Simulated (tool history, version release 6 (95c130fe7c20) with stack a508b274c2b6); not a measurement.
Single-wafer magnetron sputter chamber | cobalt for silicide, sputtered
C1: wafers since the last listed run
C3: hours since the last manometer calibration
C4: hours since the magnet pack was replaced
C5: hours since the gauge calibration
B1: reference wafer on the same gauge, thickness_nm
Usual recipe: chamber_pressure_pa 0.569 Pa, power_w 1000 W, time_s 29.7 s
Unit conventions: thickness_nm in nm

Run 1, hour 0: usual settings; C1 0; wafers on the sputter target 5428; C3 896.8; C4 9822.7; C5 59.7; B1 15.522. Result: thickness_nm 13.761 nm.
Run 2, hour 13.3: usual settings but time_s 33.1 s; C1 194; wafers on the sputter target 5623; C3 910.1; C4 9836; C5 73; B1 15.472. Result: thickness_nm 15.332 nm.
Run 3, hour 21.1: usual settings but time_s 33.1 s; C1 114; wafers on the sputter target 5737; C3 917.9; C4 9843.8; C5 80.8; B1 15.49. Result: thickness_nm 15.269 nm.
At hour 32.4: magnet pack replaced.
Run 4, hour 34: usual settings; C1 71; wafers on the sputter target 5809; C3 930.8; C4 1.6; C5 93.7; B1 15.484. Result: thickness_nm 13.653 nm.
Run 5, hour 44.3: usual settings; C1 150; wafers on the sputter target 5960; C3 941.1; C4 11.9; C5 104; B1 15.481. Result: thickness_nm 13.787 nm.
Run 6, hour 55.7: usual settings; C1 167; wafers on the sputter target 6127; C3 952.5; C4 23.3; C5 115.4; B1 15.502. Result: thickness_nm 13.824 nm.
Run 7, hour 69.3: usual settings; C1 199; wafers on the sputter target 6326; C3 966.1; C4 36.9; C5 129; B1 15.511. Result: thickness_nm 13.513 nm.
Run 8, hour 79.6: usual settings; C1 150; wafers on the sputter target 6477; C3 976.4; C4 47.2; C5 139.3; B1 15.491. Result: thickness_nm 13.548 nm.
At hour 100.1: sputter target and shields replaced.
Run 9, hour 100.6: usual settings but power_w 950 W; C1 190; wafers on the sputter target 7; C3 997.4; C4 68.2; C5 160.3; B1 15.519. Result: thickness_nm 12.595 nm.
Run 10, hour 106.4: usual settings but time_s 25.4 s; C1 85; wafers on the sputter target 92; C3 1003.2; C4 74; C5 166.1; B1 15.494. Result: thickness_nm 11.14 nm.
Run 11, hour 121.4: usual settings but time_s 25.4 s; C1 219; wafers on the sputter target 312; C3 1018.2; C4 89; C5 181.1; B1 15.485. Result: thickness_nm 11.231 nm.
Run 12, hour 127.6: usual settings but time_s 25.4 s; C1 90; wafers on the sputter target 403; C3 1024.4; C4 95.2; C5 187.3; B1 15.503. Result: thickness_nm 11.207 nm.
Run 13, hour 134.9: usual settings but power_w 1200 W, time_s 34.4 s; C1 106; wafers on the sputter target 510; C3 1031.7; C4 102.5; C5 194.6; B1 15.498. Result: thickness_nm 17.87 nm.
Run 14, hour 143.5: usual settings; C1 126; wafers on the sputter target 636; C3 1040.3; C4 111.1; C5 203.2; B1 15.508. Result: thickness_nm 13.088 nm.
Run 15, hour 150.3: usual settings; C1 99; wafers on the sputter target 736; C3 1047.1; C4 117.9; C5 210; B1 15.513. Result: thickness_nm 13.039 nm.
Run 16, hour 167.3: usual settings but chamber_pressure_pa 0.445 Pa, power_w 800 W, time_s 34.4 s; C1 249; wafers on the sputter target 985; C3 1064.1; C4 134.9; C5 227; B1 15.513. Result: thickness_nm 13.172 nm.
Run 17, hour 173.5: usual settings; C1 90; wafers on the sputter target 1076; C3 1070.3; C4 141.1; C5 233.2; B1 15.496. Result: thickness_nm 13.08 nm.
Run 18, hour 187.1: usual settings but power_w 1100 W; C1 199; wafers on the sputter target 1275; C3 1083.9; C4 154.7; C5 246.8; B1 15.505. Result: thickness_nm 14.238 nm.
At hour 206.5: sputter target and shields replaced, repeated, since the last time left the tool worse.
Run 19, hour 207: usual settings but power_w 1250 W, time_s 26.3 s; C1 174; wafers on the sputter target 7; C3 1103.8; C4 174.6; C5 266.7; B1 15.49. Result: thickness_nm 15.144 nm.
Run 20, hour 207.3: usual settings but chamber_pressure_pa 0.654 Pa, power_w 850 W, time_s 26.5 s; C1 4; wafers on the sputter target 11; C3 1104.1; C4 174.9; C5 267; B1 15.505. Result: thickness_nm 10.646 nm.
At hour 211.7: gauge calibrated.
Run 21, hour 213.5: usual settings; C1 90; wafers on the sputter target 102; C3 1110.3; C4 181.1; C5 1.8; B1 15.476. Result: thickness_nm 14.06 nm.
Run 22, hour 227.1: usual settings; C1 199; wafers on the sputter target 301; C3 1123.9; C4 194.7; C5 15.4; B1 15.49. Result: thickness_nm 14.157 nm.
Run 23, hour 237.5: usual settings but chamber_pressure_pa 0.74 Pa, time_s 25.6 s; C1 152; wafers on the sputter target 454; C3 1134.3; C4 205.1; C5 25.8; B1 15.503. Result: thickness_nm 11.491 nm.
Run 24, hour 254.5: usual settings but chamber_pressure_pa 0.443 Pa, power_w 1050 W; C1 249; wafers on the sputter target 703; C3 1151.3; C4 222.1; C5 42.8; B1 15.517. Result: thickness_nm 15.449 nm.
At hour 266.8: capacitance manometer re-zeroed and calibrated.
Run 25, hour 267.3: usual settings but chamber_pressure_pa 0.394 Pa; C1 70; wafers on the sputter target 773; C3 0.5; C4 234.9; C5 55.6; B1 15.474. Result: thickness_nm 15.159 nm.
Run 26, hour 278: usual settings; C1 156; wafers on the sputter target 930; C3 11.2; C4 245.6; C5 66.3; B1 15.488. Result: thickness_nm 14.153 nm.
Run 27, hour 287.5: usual settings but chamber_pressure_pa 0.655 Pa, time_s 25.5 s; C1 139; wafers on the sputter target 1069; C3 20.7; C4 255.1; C5 75.8; B1 15.495. Result: thickness_nm 11.699 nm.
Run 28, hour 298.8: usual settings but power_w 800 W, time_s 32.1 s; C1 165; wafers on the sputter target 1235; C3 32; C4 266.4; C5 87.1; B1 15.516. Result: thickness_nm 12.55 nm.
Run 29, hour 309.2: usual settings but chamber_pressure_pa 0.74 Pa, time_s 25.6 s; C1 152; wafers on the sputter target 1388; C3 42.4; C4 276.8; C5 97.5; B1 15.511. Result: thickness_nm 11.403 nm.
Run 30, hour 319.5: usual settings but chamber_pressure_pa 0.746 Pa; C1 150; wafers on the sputter target 1538; C3 52.7; C4 287.1; C5 107.8; B1 15.478. Result: thickness_nm 13.255 nm.
Run 31, hour 333.6: usual settings but chamber_pressure_pa 0.47 Pa, power_w 850 W; C1 206; wafers on the sputter target 1745; C3 66.8; C4 301.2; C5 121.9; B1 15.5. Result: thickness_nm 12.774 nm.
Run 32, hour 347.3: usual settings; C1 200; wafers on the sputter target 1946; C3 80.5; C4 314.9; C5 135.6; B1 15.506. Result: thickness_nm 14.062 nm.
Run 33, hour 364.1: usual settings but power_w 1200 W, time_s 25.2 s; C1 246; wafers on the sputter target 2192; C3 97.3; C4 331.7; C5 152.4; B1 15.492. Result: thickness_nm 13.871 nm.
Run 34, hour 378.3: usual settings but power_w 800 W, time_s 28.1 s; C1 208; wafers on the sputter target 2400; C3 111.5; C4 345.9; C5 166.6; B1 15.495. Result: thickness_nm 10.928 nm.

What would each run have given without the hidden state, its run-to-run variation left as it was?
The tool's hidden condition here consists of: deposition rate above that of a new target (%); true argon pressure above the setpoint (%); gauge reads high (%).
run  thickness_nm
  1        14.124
  2        15.762
  3        15.713
  4        14.074
  5        14.232
  6        14.292
  7        13.998
  8        14.055
  9        13.572
 10        12.004
 11        12.103
 12        12.077
 13         19.26
 14        14.107
 15        14.056
 16        14.205
 17        14.107
 18        15.362
 19         15.15
 20         10.65
 21        14.065
 22        14.163
 23        11.497
 24         15.46
 25        15.173
 26         14.17
 27        11.716
 28        12.572
 29        11.426
 30        13.287
 31        12.812
 32        14.111
 33        13.932
 34        10.984

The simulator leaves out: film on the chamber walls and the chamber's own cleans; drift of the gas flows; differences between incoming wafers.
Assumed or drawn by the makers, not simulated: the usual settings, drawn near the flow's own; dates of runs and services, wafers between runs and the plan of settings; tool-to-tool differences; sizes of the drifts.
